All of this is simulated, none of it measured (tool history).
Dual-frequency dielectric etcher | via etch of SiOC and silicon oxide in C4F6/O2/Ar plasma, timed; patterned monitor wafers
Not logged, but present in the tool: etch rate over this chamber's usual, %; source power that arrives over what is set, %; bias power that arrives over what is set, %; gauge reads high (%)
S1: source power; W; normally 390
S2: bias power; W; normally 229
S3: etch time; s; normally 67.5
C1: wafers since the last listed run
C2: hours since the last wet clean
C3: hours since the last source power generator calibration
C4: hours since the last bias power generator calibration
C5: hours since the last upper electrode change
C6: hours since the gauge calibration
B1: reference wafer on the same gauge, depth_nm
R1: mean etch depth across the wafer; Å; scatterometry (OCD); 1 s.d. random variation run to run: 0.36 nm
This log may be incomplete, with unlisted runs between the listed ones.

run	day	S1	S2	S3	C1	C2	C3	C4	C5	C6	B1	R1
1	0	390	205	67.5	0	384.3	1759.4	4180.9	3534.2	205.7	82.1	753
2	0.342	390	229	67.5	89	392.5	1767.6	4189.1	3542.4	213.9	82.1	771
# day 2.383: wet clean of the chamber
3	2.404	390	229	67.5	278	0.5	1817.1	4238.6	3591.9	263.4	82.1	777
# day 4.188: upper electrode replaced
4	4.208	390	229	67.5	210	43.8	1860.4	4281.9	0.5	306.7	82.1	772
5	4.221	390	229	67.5	3	44.1	1860.7	4282.2	0.8	307	82.3	767
6	4.238	390	229	67.5	4	44.5	1861.1	4282.6	1.2	307.4	82.1	769
7	4.712	390	229	67.5	124	55.9	1872.5	4294	12.6	318.8	82.1	780
8	5.321	390	229	67.5	159	70.5	1887.1	4308.6	27.2	333.4	82.1	771
# day 5.621: bias power generator calibrated
9	6.004	420	229	67.5	135	86.9	1903.5	9.2	43.6	349.8	82	799
10	6.604	440	263	83	157	101.3	1917.9	23.6	58	364.2	82.1	1044
11	7.025	330	246	67.5	110	111.4	1928	33.7	68.1	374.3	82.2	725
12	7.517	390	229	67.5	128	123.2	1939.8	45.5	79.9	386.1	82.2	777
13	8.096	470	274	67.5	151	137.1	1953.7	59.4	93.8	400	82	883
14	8.604	390	229	67.5	133	149.3	1965.9	71.6	106	412.2	82.1	775
15	9.279	390	229	67.5	176	165.5	1982.1	87.8	122.2	428.4	82	776
# day 9.729: source power generator calibrated
16	9.75	310	186	83	79	176.8	0.5	99.1	133.5	439.7	82.1	801
17	9.946	390	229	67.5	51	181.5	5.2	103.8	138.2	444.4	82.2	777
# day 10.308: gauge calibrated
18	10.6	340	249	82.5	171	197.2	20.9	119.5	153.9	7	82.2	897
19	11.25	390	229	83.5	170	212.8	36.5	135.1	169.5	22.6	82.1	964
20	11.867	350	257	83	161	227.6	51.3	149.9	184.3	37.4	82.1	940
21	12.5	390	280	67.5	165	242.8	66.5	165.1	199.5	52.6	82	816
22	12.854	390	229	67.5	92	251.3	75	173.6	208	61.1	82.3	769
23	13.404	490	184	60	143	264.5	88.2	186.8	221.2	74.3	82	723
24	13.762	390	200	59	93	273.1	96.8	195.4	229.8	82.9	82.1	649
25	14.042	390	188	67.5	73	279.8	103.5	202.1	236.5	89.6	82.2	734
26	14.783	330	246	67.5	194	297.6	121.3	219.9	254.3	107.4	81.9	731
27	15.488	330	211	79.5	184	314.5	138.2	236.8	271.2	124.3	82.1	823
28	15.779	390	229	67.5	76	321.5	145.2	243.8	278.2	131.3	82.2	769
29	16.475	440	206	59.5	182	338.2	161.9	260.5	294.9	148	82.1	701

Hidden state, per run?
etch rate over this chamber's usual, %: 0, the same for each run
source power that arrives over what is set, %: 0, the same for each run
bias power that arrives over what is set, %: 0, the same for each run
gauge reads high (%): 0, the same for each run
